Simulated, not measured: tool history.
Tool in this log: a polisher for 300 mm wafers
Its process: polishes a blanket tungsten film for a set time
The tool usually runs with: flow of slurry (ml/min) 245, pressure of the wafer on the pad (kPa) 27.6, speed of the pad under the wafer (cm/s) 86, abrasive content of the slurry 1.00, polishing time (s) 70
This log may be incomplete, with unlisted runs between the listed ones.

| run | day | flow of slurry (ml/min) | pressure of the wafer on the pad (kPa) | speed of the pad under the wafer (cm/s) | abrasive content of the slurry | polishing time (s) | wafers since the last listed run | wafers polished on this pad | hours since the slurry nozzle was cleaned | hours since the head pressure was calibrated | hours since the slurry blender was calibrated | hours since the slurry got fresh peroxide | incoming thickness of the incoming film, nm | film removed (nm) |
|---|---|---|---|---|---|---|---|---|---|---|---|---|---|---|
| 1 | 0.000 | 245 | 27.6 | 86 | 1.25 | 70 | 0 | 690 | 152.6 | 1204.2 | 246.6 | 5.4 | 866.1 | 332.9 |
|  | 0.396 | head pressure recalibrated |
| 2 | 0.417 | 245 | 31.0 | 86 | 1.00 | 70 | 92 | 783 | 162.6 | 0.5 | 256.6 | 15.4 | 878.5 | 347.9 |
| 3 | 0.850 | 245 | 27.6 | 86 | 1.20 | 70 | 120 | 903 | 173.0 | 10.9 | 267.0 | 25.8 | 877.1 | 328.5 |
|  | 1.088 | worn pad replaced by a new one |
| 4 | 1.108 | 245 | 27.6 | 86 | 1.20 | 70 | 25 | 5 | 179.2 | 17.1 | 273.2 | 32.0 | 865.6 | 325.3 |
| 5 | 1.550 | 245 | 27.6 | 86 | 1.20 | 70 | 123 | 128 | 189.8 | 27.7 | 283.8 | 42.6 | 870.0 | 327.4 |
| 6 | 2.075 | 245 | 27.6 | 86 | 0.75 | 70 | 146 | 275 | 202.4 | 40.3 | 296.4 | 55.2 | 875.3 | 281.9 |
|  | 2.162 | slurry nozzle cleaned |
| 7 | 2.500 | 245 | 27.6 | 72 | 1.00 | 70 | 106 | 382 | 8.1 | 50.5 | 306.6 | 65.4 | 861.6 | 260.7 |
| 8 | 2.850 | 245 | 27.6 | 72 | 1.00 | 70 | 97 | 479 | 16.5 | 58.9 | 315.0 | 73.8 | 871.5 | 262.4 |
| 9 | 3.479 | 265 | 27.6 | 112 | 1.00 | 70 | 175 | 654 | 31.6 | 74.0 | 330.1 | 88.9 | 869.6 | 371.8 |
| 10 | 3.792 | 245 | 27.6 | 86 | 1.00 | 70 | 87 | 742 | 39.1 | 81.5 | 337.6 | 96.4 | 853.7 | 294.1 |
|  | 4.533 | slurry tank refilled with fresh slurry and peroxide |
|  | 5.088 | worn pad replaced by a new one |
| 11 | 5.962 | 285 | 27.6 | 58 | 1.00 | 70 | 546 | 243 | 91.2 | 133.6 | 389.7 | 34.3 | 868.7 | 221.2 |
| 12 | 6.467 | 245 | 27.6 | 86 | 1.00 | 70 | 140 | 384 | 103.3 | 145.7 | 401.8 | 46.4 | 866.6 | 289.2 |
| 13 | 6.900 | 245 | 27.6 | 86 | 1.10 | 70 | 120 | 505 | 113.7 | 156.1 | 412.2 | 56.8 | 874.0 | 301.9 |
|  | 7.354 | slurry nozzle cleaned, repeated, since the last time left the tool worse |
| 14 | 7.504 | 325 | 27.6 | 100 | 1.00 | 70 | 156 | 661 | 3.6 | 170.6 | 426.7 | 71.3 | 876.5 | 363.2 |
| 15 | 7.888 | 245 | 27.6 | 66 | 1.00 | 70 | 106 | 768 | 12.8 | 179.8 | 435.9 | 80.5 | 871.4 | 258.9 |
|  | 8.262 | slurry tank refilled with fresh slurry and peroxide |
| 16 | 8.588 | 215 | 27.6 | 72 | 1.00 | 70 | 183 | 952 | 29.6 | 196.6 | 452.7 | 7.8 | 873.6 | 272.8 |
| 17 | 8.967 | 245 | 27.6 | 86 | 1.00 | 70 | 105 | 1057 | 38.7 | 205.7 | 461.8 | 16.9 | 869.2 | 317.0 |
|  | 9.292 | worn pad replaced by a new one |
| 18 | 9.617 | 275 | 21.4 | 86 | 1.00 | 63 | 134 | 90 | 54.3 | 221.3 | 477.4 | 32.5 | 863.0 | 223.2 |
|  | 9.721 | slurry blender recalibrated |
| 19 | 10.250 | 245 | 27.6 | 86 | 1.00 | 70 | 153 | 243 | 69.5 | 236.5 | 12.7 | 47.7 | 879.3 | 314.9 |
| 20 | 10.604 | 165 | 31.7 | 86 | 1.10 | 63 | 98 | 342 | 78.0 | 245.0 | 21.2 | 56.2 | 860.9 | 321.5 |
| 21 | 11.162 | 280 | 27.6 | 66 | 1.00 | 70 | 155 | 497 | 91.4 | 258.4 | 34.6 | 69.6 | 880.6 | 254.5 |
|  | 11.871 | slurry tank refilled with fresh slurry and peroxide |
| 22 | 11.892 | 245 | 20.7 | 86 | 1.00 | 70 | 191 | 689 | 108.9 | 275.9 | 52.1 | 0.5 | 862.9 | 233.0 |
| 23 | 12.504 | 245 | 35.9 | 86 | 1.00 | 70 | 170 | 860 | 123.6 | 290.6 | 66.8 | 15.2 | 860.0 | 403.4 |
| 24 | 13.088 | 300 | 24.8 | 114 | 1.20 | 70 | 162 | 1022 | 137.6 | 304.6 | 80.8 | 29.2 | 886.3 | 377.7 |
|  | 13.383 | worn pad replaced by a new one |
| 25 | 13.442 | 245 | 33.8 | 86 | 0.85 | 49 | 52 | 15 | 146.1 | 313.1 | 89.3 | 37.7 | 883.4 | 254.4 |
| 26 | 13.933 | 245 | 27.6 | 86 | 1.00 | 70 | 137 | 152 | 157.9 | 324.9 | 101.1 | 49.5 | 866.3 | 307.8 |

Below, some changes in film removed (nm) between adjacent runs. For each, the amount present without the hidden state too (settings, incoming material, random variation) and the amount remaining for the hidden state with gauge scatter not shared by both compared results:
Hidden state present: removal rate lost through wear of the pad, %; slurry flow missing at the pad, %; deviation of the head's pressure from its setpoint, %; abrasive missing from the slurry, %; peroxide lost from the slurry, %.
Run 6 -> 7: speed of the pad under the wafer (cm/s) 86 -> 72, abrasive content of the slurry 0.75 -> 1.00, slurry nozzle cleaned. film removed (nm) -21.2: hidden state -7.7, all else -13.5.
Run 13 -> 14: flow of slurry (ml/min) 245 -> 325, speed of the pad under the wafer (cm/s) 86 -> 100, abrasive content of the slurry 1.10 -> 1.00, slurry nozzle cleaned, repeated, since the last time left the tool worse. film removed (nm) +61.3: hidden state +21.3, all else +40.0.
Run 22 -> 23: pressure of the wafer on the pad (kPa) 20.7 -> 35.9. film removed (nm) +170.4: hidden state -2.6, all else +173.0.
Run 24 -> 25: flow of slurry (ml/min) 300 -> 245, pressure of the wafer on the pad (kPa) 24.8 -> 33.8, speed of the pad under the wafer (cm/s) 114 -> 86, abrasive content of the slurry 1.20 -> 0.85, polishing time (s) 70 -> 49, worn pad replaced by a new one. film removed (nm) -123.3: hidden state +0.7, all else -124.0.

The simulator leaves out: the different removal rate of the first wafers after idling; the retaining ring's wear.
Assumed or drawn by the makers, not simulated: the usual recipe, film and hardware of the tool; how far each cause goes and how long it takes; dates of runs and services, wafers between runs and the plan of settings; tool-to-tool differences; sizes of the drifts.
